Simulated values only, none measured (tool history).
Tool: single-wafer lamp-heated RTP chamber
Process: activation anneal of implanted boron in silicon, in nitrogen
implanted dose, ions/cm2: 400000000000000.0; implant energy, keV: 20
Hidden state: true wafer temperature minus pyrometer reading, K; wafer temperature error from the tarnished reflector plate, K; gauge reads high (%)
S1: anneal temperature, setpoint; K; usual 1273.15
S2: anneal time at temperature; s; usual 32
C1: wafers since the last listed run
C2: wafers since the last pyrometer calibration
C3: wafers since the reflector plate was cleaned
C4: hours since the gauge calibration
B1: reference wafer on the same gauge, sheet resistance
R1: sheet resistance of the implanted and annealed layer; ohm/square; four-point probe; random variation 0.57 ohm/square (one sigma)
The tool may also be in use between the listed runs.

run     day       S1  S2    C1    C2    C3     C4      B1      R1
  1       0  1295.15  39     0  3187  3780    602   243.8  258.73
  2   2.942  1273.15  32   710  3898  4491  672.6  243.74  260.75
      4.146  -- pyrometer window cleaned and pyrometer calibrated
  3   5.871  1273.15  32   627   416  5118  742.9  243.84  263.32
  4   7.592  1273.15  27   415   832  5534  784.2     244  264.28
  5   9.038  1273.15  27   349  1182  5883  818.9  243.87  264.35
  6  11.358  1273.15  32   560  1742  6444  874.6  243.96  263.52
     12.375  -- gauge calibrated
  7   13.65  1273.15  32   553  2296  6998   30.6  243.94   263.4
  8  15.017  1273.15  32   330  2626  7328   63.4  243.87  262.62
  9  17.383  1261.15  32   571  3198  7900  120.2  244.02  265.97
 10  19.704  1273.15  32   560  3759  8460  175.9  244.04  261.83
     21.383  -- reflector plate cleaned
 11  22.079  1273.15  13   493  4252   168  232.9  243.94   263.6
 12  24.442  1289.15  25   570  4823   739  289.6  244.28   259.9
     25.058  -- pyrometer window cleaned and pyrometer calibrated
 13  29.433  1261.15  27  1125  1056  1864  409.4  244.11  268.55
 14  30.842  1273.15  32   340  1396  2205  443.2   244.1  262.88
 15  32.388  1273.15  32   373  1770  2578  480.3  243.86  263.21
 16  33.754  1273.15  24   330  2100  2908  513.1  243.98     265
 17  35.375  1254.15  47   391  2492  3300    552  243.97  267.94

How the hidden state differs across the entries between the runs, from the last listed run before each to the first after it:
Between runs 2 and 3: pyrometer window cleaned and pyrometer calibrated (day 4.146)
  true wafer temperature minus pyrometer reading, K: 9.3 -> 0.567
  measured less the result without the state, R1: -2.33 -> -0.18 ohm/square
Between runs 6 and 7: gauge calibrated (day 12.375)
  true wafer temperature minus pyrometer reading, K: 2.01 -> 3.14
  measured less the result without the state, R1: -0.59 -> -0.9 ohm/square
Between runs 10 and 11: reflector plate cleaned (day 21.383)
  true wafer temperature minus pyrometer reading, K: 7.6 -> 9.93
  measured less the result without the state, R1: -1.98 -> -3.2 ohm/square
Between runs 12 and 13: pyrometer window cleaned and pyrometer calibrated (day 25.058)
  true wafer temperature minus pyrometer reading, K: 12.6 -> 1.51
  measured less the result without the state, R1: -1.66 -> -0.82 ohm/square
